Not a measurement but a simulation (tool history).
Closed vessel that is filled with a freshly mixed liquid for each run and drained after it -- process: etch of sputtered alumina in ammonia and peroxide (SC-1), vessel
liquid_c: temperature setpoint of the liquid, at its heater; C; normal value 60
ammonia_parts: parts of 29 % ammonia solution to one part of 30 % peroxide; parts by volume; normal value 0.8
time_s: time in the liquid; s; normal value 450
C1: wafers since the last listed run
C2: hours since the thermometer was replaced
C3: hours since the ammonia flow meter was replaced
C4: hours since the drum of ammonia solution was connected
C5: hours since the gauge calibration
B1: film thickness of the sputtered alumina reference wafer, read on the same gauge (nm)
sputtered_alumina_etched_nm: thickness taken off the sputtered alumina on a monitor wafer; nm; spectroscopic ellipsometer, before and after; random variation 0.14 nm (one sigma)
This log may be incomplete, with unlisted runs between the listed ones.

Run 1, hour 0: usual settings; C1 0; C2 909.9; C3 548; C4 261.9; C5 1336.6; B1 41.08. Result: sputtered_alumina_etched_nm 35.29 nm.
Run 2, hour 44.6: usual settings; C1 3042; C2 954.5; C3 592.6; C4 306.5; C5 1381.2; B1 41.12. Result: sputtered_alumina_etched_nm 35.54 nm.
Run 3, hour 141: usual settings; C1 6576; C2 1050.9; C3 689; C4 402.9; C5 1477.6; B1 41.13. Result: sputtered_alumina_etched_nm 35.53 nm.
At hour 175.6: ammonia flow meter replaced.
Run 4, hour 235.2: usual settings; C1 6358; C2 1145.1; C3 59.6; C4 497.1; C5 1571.8; B1 41.18. Result: sputtered_alumina_etched_nm 35.36 nm.
Run 5, hour 427: usual settings; C1 13085; C2 1336.9; C3 251.4; C4 688.9; C5 1763.6; B1 41.24. Result: sputtered_alumina_etched_nm 35.71 nm.
At hour 457.1: new drum of ammonia solution connected.
At hour 517.8: gauge calibrated.
Run 6, hour 530.3: usual settings but ammonia_parts 0.95 parts by volume; C1 6979; C2 1440.2; C3 354.7; C4 73.2; C5 12.5; B1 40.23. Result: sputtered_alumina_etched_nm 35.08 nm.
Run 7, hour 575: usual settings but ammonia_parts 0.95 parts by volume; C1 3049; C2 1484.9; C3 399.4; C4 117.9; C5 57.2; B1 40.31. Result: sputtered_alumina_etched_nm 35.14 nm.
Run 8, hour 679.9: usual settings; C1 7156; C2 1589.8; C3 504.3; C4 222.8; C5 162.1; B1 40.57. Result: sputtered_alumina_etched_nm 34.81 nm.
Run 9, hour 722.7: usual settings but liquid_c 63.5 C, ammonia_parts 0.4 parts by volume, time_s 275 s; C1 2920; C2 1632.6; C3 547.1; C4 265.6; C5 204.9; B1 40.62. Result: sputtered_alumina_etched_nm 23.83 nm.
Run 10, hour 775.8: usual settings; C1 3622; C2 1685.7; C3 600.2; C4 318.7; C5 258; B1 40.69. Result: sputtered_alumina_etched_nm 34.75 nm.
At hour 777.9: ammonia flow meter replaced.
At hour 780.5: thermometer replaced.
Run 11, hour 882: usual settings but liquid_c 54 C, ammonia_parts 1.1 parts by volume; C1 7109; C2 101.5; C3 104.1; C4 424.9; C5 364.2; B1 40.91. Result: sputtered_alumina_etched_nm 26.41 nm.
Run 12, hour 989.4: usual settings; C1 7327; C2 208.9; C3 211.5; C4 532.3; C5 471.6; B1 40.98. Result: sputtered_alumina_etched_nm 35.35 nm.
Run 13, hour 1037.4: usual settings but liquid_c 67.5 C, ammonia_parts 0.6 parts by volume, time_s 595 s; C1 3274; C2 256.9; C3 259.5; C4 580.3; C5 519.6; B1 41.02. Result: sputtered_alumina_etched_nm 66.5 nm.
Run 14, hour 1081.6: usual settings; C1 3015; C2 301.1; C3 303.7; C4 624.5; C5 563.8; B1 41.11. Result: sputtered_alumina_etched_nm 35.21 nm.
Run 15, hour 1158.4: usual settings but liquid_c 51.5 C; C1 5239; C2 377.9; C3 380.5; C4 701.3; C5 640.6; B1 41.18. Result: sputtered_alumina_etched_nm 22.55 nm.
At hour 1183.4: new drum of ammonia solution connected.
Run 16, hour 1433.8: usual settings; C1 18720; C2 653.3; C3 655.9; C4 250.4; C5 916; B1 41.4. Result: sputtered_alumina_etched_nm 35.49 nm.
At hour 1472.2: ammonia flow meter replaced.
Run 17, hour 1677.5: usual settings but liquid_c 56 C, ammonia_parts 0.5 parts by volume, time_s 195 s; C1 16558; C2 897; C3 205.3; C4 494.1; C5 1159.7; B1 41.5. Result: sputtered_alumina_etched_nm 12.05 nm.
Run 18, hour 1782.2: usual settings but liquid_c 69.5 C; C1 7143; C2 1001.7; C3 310; C4 598.8; C5 1264.4; B1 41.53. Result: sputtered_alumina_etched_nm 57.09 nm.
Run 19, hour 1835.4: usual settings but liquid_c 68.5 C, ammonia_parts 0.9 parts by volume, time_s 180 s; C1 3629; C2 1054.9; C3 363.2; C4 652; C5 1317.6; B1 41.59. Result: sputtered_alumina_etched_nm 22.08 nm.
At hour 1969.7: new drum of ammonia solution connected.
Run 20, hour 2016.2: usual settings but ammonia_parts 1.2 parts by volume; C1 12266; C2 1235.7; C3 544; C4 46.5; C5 1498.4; B1 41.58. Result: sputtered_alumina_etched_nm 37.38 nm.
Run 21, hour 2082.5: usual settings; C1 4523; C2 1302; C3 610.3; C4 112.8; C5 1564.7; B1 41.61. Result: sputtered_alumina_etched_nm 35.93 nm.
Run 22, hour 2148.1: usual settings but liquid_c 65 C, time_s 335 s; C1 4475; C2 1367.6; C3 675.9; C4 178.4; C5 1630.3; B1 41.64. Result: sputtered_alumina_etched_nm 34.29 nm.
Run 23, hour 2247.4: usual settings but liquid_c 50.5 C, ammonia_parts 0.95 parts by volume; C1 6774; C2 1466.9; C3 775.2; C4 277.7; C5 1729.6; B1 41.69. Result: sputtered_alumina_etched_nm 21.92 nm.
At hour 2251.7: ammonia flow meter replaced.
Run 24, hour 2287.1: usual settings but liquid_c 57.5 C, time_s 230 s; C1 2640; C2 1506.6; C3 35.4; C4 317.4; C5 1769.3; B1 41.66. Result: sputtered_alumina_etched_nm 16.08 nm.
Run 25, hour 2333.6: usual settings but liquid_c 66 C; C1 3172; C2 1553.1; C3 81.9; C4 363.9; C5 1815.8; B1 41.73. Result: sputtered_alumina_etched_nm 48.64 nm.
At hour 2354.9: thermometer replaced.
Run 26, hour 2433.4: usual settings but liquid_c 64.5 C, ammonia_parts 1 parts by volume, time_s 290 s; C1 6740; C2 78.5; C3 181.7; C4 463.7; C5 1915.6; B1 41.71. Result: sputtered_alumina_etched_nm 29.55 nm.
Run 27, hour 2521.1: usual settings but liquid_c 64.5 C, ammonia_parts 1 parts by volume, time_s 290 s; C1 5983; C2 166.2; C3 269.4; C4 551.4; C5 2003.3; B1 41.67. Result: sputtered_alumina_etched_nm 29.4 nm.
Run 28, hour 2559.4: usual settings but liquid_c 54.5 C, time_s 215 s; C1 2613; C2 204.5; C3 307.7; C4 589.7; C5 2041.6; B1 41.69. Result: sputtered_alumina_etched_nm 12.86 nm.

What the log doesn't show, run by run:
liquid hotter than its thermometer reads (K): 0, the same for each run
ammonia flow above the setpoint (%): 0, the same for each run
ammonia solution weaker than its label (%): 0, the same for each run
H1: gauge reads high (%)
run     H1
  1   2.79
  2   2.83
  3    2.9
  4   2.96
  5   3.06
  6  0.605
  7  0.842
  8   1.34
  9   1.53
 10   1.74
 11   2.13
 12   2.46
 13   2.59
 14   2.71
 15   2.89
 16   3.41
 17   3.73
 18   3.84
 19   3.89
 20   4.03
 21   4.07
 22   4.11
 23   4.16
 24   4.18
 25    4.2
 26   4.24
 27   4.27
 28   4.29
